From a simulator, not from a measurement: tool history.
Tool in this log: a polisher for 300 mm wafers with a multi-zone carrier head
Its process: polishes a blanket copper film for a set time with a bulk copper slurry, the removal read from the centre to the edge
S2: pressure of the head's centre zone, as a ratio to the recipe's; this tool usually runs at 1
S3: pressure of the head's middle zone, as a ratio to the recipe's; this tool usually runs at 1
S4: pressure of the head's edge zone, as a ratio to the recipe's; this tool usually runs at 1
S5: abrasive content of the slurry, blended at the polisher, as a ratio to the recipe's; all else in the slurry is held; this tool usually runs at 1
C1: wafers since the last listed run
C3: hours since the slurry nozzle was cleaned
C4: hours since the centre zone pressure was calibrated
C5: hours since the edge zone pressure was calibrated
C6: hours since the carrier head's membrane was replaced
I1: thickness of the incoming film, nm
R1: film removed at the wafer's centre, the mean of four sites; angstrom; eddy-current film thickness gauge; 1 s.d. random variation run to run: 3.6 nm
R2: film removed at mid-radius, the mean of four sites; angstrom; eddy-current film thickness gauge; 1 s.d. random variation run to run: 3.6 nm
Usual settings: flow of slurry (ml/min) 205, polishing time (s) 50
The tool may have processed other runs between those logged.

Run 1, hour 0: usual settings; C1 0; wafers polished on this pad 515; C3 172.8; C4 390.6; C5 301.9; C6 1408.5; I1 3911.8. Result: R1 3126 angstrom, R2 2994 angstrom.
At hour 129.3: centre zone pressure recalibrated.
At hour 173.4: edge zone pressure recalibrated.
Run 2, hour 316.7: usual settings; C1 3424; wafers polished on this pad 3940; C3 489.5; C4 187.4; C5 143.3; C6 1725.2; I1 3903. Result: R1 3147 angstrom, R2 3146 angstrom.
At hour 359.5: worn pad replaced by a new one.
Run 3, hour 397.7: usual settings; C1 843; wafers polished on this pad 418; C3 570.5; C4 268.4; C5 224.3; C6 1806.2; I1 3969.9. Result: R1 3235 angstrom, R2 3018 angstrom.
At hour 462.5: slurry nozzle cleaned.
Run 4, hour 472.1: usual settings; C1 803; wafers polished on this pad 1222; C3 9.6; C4 342.8; C5 298.7; C6 1880.6; I1 3938.7. Result: R1 3213 angstrom, R2 3116 angstrom.
Run 5, hour 543.3: usual settings; C1 779; wafers polished on this pad 2002; C3 80.8; C4 414; C5 369.9; C6 1951.8; I1 3949.3. Result: R1 3244 angstrom, R2 3137 angstrom.
Run 6, hour 590.1: usual settings; C1 512; wafers polished on this pad 2514; C3 127.6; C4 460.8; C5 416.7; C6 1998.6; I1 3878.8. Result: R1 3165 angstrom, R2 3107 angstrom.
At hour 634.6: carrier head's membrane replaced by a new one.
At hour 638.7: centre zone pressure recalibrated.
Run 7, hour 676.1: usual settings; C1 865; wafers polished on this pad 3379; C3 213.6; C4 37.4; C5 502.7; C6 41.5; I1 3922.6. Result: R1 3217 angstrom, R2 3132 angstrom.
At hour 681.2: edge zone pressure recalibrated.
At hour 727.4: worn pad replaced by a new one.
Run 8, hour 738.5: usual settings; C1 617; wafers polished on this pad 121; C3 276; C4 99.8; C5 57.3; C6 103.9; I1 3970. Result: R1 3280 angstrom, R2 3029 angstrom.
Run 9, hour 844: usual settings; C1 1155; wafers polished on this pad 1277; C3 381.5; C4 205.3; C5 162.8; C6 209.4; I1 3900.9. Result: R1 3203 angstrom, R2 3162 angstrom.
Run 10, hour 893.6: usual settings but S3 1.05; C1 543; wafers polished on this pad 1820; C3 431.1; C4 254.9; C5 212.4; C6 259; I1 3960.6. Result: R1 3147 angstrom, R2 3235 angstrom.
Run 11, hour 933.4: usual settings but S2 0.9, S5 0.75; C1 435; wafers polished on this pad 2256; C3 470.9; C4 294.7; C5 252.2; C6 298.8; I1 3951. Result: R1 2543 angstrom, R2 2711 angstrom.
Run 12, hour 1017.9: usual settings but S3 0.91; C1 925; wafers polished on this pad 3181; C3 555.4; C4 379.2; C5 336.7; C6 383.3; I1 3955.4. Result: R1 3239 angstrom, R2 2844 angstrom.
At hour 1023.8: slurry nozzle cleaned.
Run 13, hour 1064: usual settings; C1 493; wafers polished on this pad 3675; C3 40.2; C4 425.3; C5 382.8; C6 429.4; I1 3978. Result: R1 3205 angstrom, R2 3052 angstrom.
Run 14, hour 1119.6: usual settings but S2 1.09, S3 0.94, S5 0.8; C1 608; wafers polished on this pad 4284; C3 95.8; C4 480.9; C5 438.4; C6 485; I1 3941.9. Result: R1 3188 angstrom, R2 2700 angstrom.
At hour 1154.6: edge zone pressure recalibrated.
At hour 1181.6: worn pad replaced by a new one.
Run 15, hour 1195.7: usual settings but S2 0.91, S4 1.09; C1 767; wafers polished on this pad 154; C3 171.9; C4 557; C5 41.1; C6 561.1; I1 3850.7. Result: R1 2916 angstrom, R2 3126 angstrom.
Run 16, hour 1251.9: usual settings; C1 615; wafers polished on this pad 770; C3 228.1; C4 613.2; C5 97.3; C6 617.3; I1 3916. Result: R1 3196 angstrom, R2 3092 angstrom.
At hour 1255.9: centre zone pressure recalibrated.
Run 17, hour 1305.4: usual settings; C1 564; wafers polished on this pad 1334; C3 281.6; C4 49.5; C5 150.8; C6 670.8; I1 3864.1. Result: R1 3247 angstrom, R2 3123 angstrom.
At hour 1565.8: edge zone pressure recalibrated.
At hour 1585.5: worn pad replaced by a new one.
Run 18, hour 1590.6: usual settings but flow of slurry (ml/min) 240, S5 0.9; C1 3057; wafers polished on this pad 55; C3 566.8; C4 334.7; C5 24.8; C6 956; I1 3965. Result: R1 3157 angstrom, R2 3024 angstrom.
At hour 1651.1: slurry nozzle cleaned.
Run 19, hour 1666.4: usual settings; C1 819; wafers polished on this pad 874; C3 15.3; C4 410.5; C5 100.6; C6 1031.8; I1 3912.8. Result: R1 3185 angstrom, R2 3146 angstrom.
Run 20, hour 1725.5: usual settings but S5 0.9; C1 647; wafers polished on this pad 1522; C3 74.4; C4 469.6; C5 159.7; C6 1090.9; I1 3885.5. Result: R1 3075 angstrom, R2 2918 angstrom.
Run 21, hour 1818.7: usual settings but S3 1.05; C1 1020; wafers polished on this pad 2542; C3 167.6; C4 562.8; C5 252.9; C6 1184.1; I1 3902.9. Result: R1 3210 angstrom, R2 3149 angstrom.

Forecast run 22:
At hour 1905.4: centre zone pressure recalibrated.
Run 22, hour 1924.1: usual settings but S2 0.9, S5 0.7, polishing time (s) 63; C1 1132; wafers polished on this pad 3675; C3 273; C4 18.7; C5 358.3; C6 1289.5; I1 3931.5. Result: R1 ?, R2 ?.

R1: 3151 angstrom
R2: 3380 angstrom
With the hidden condition absent and the run-to-run variation left alone, this run would have shown R1 3151 angstrom, R2 3380 angstrom.
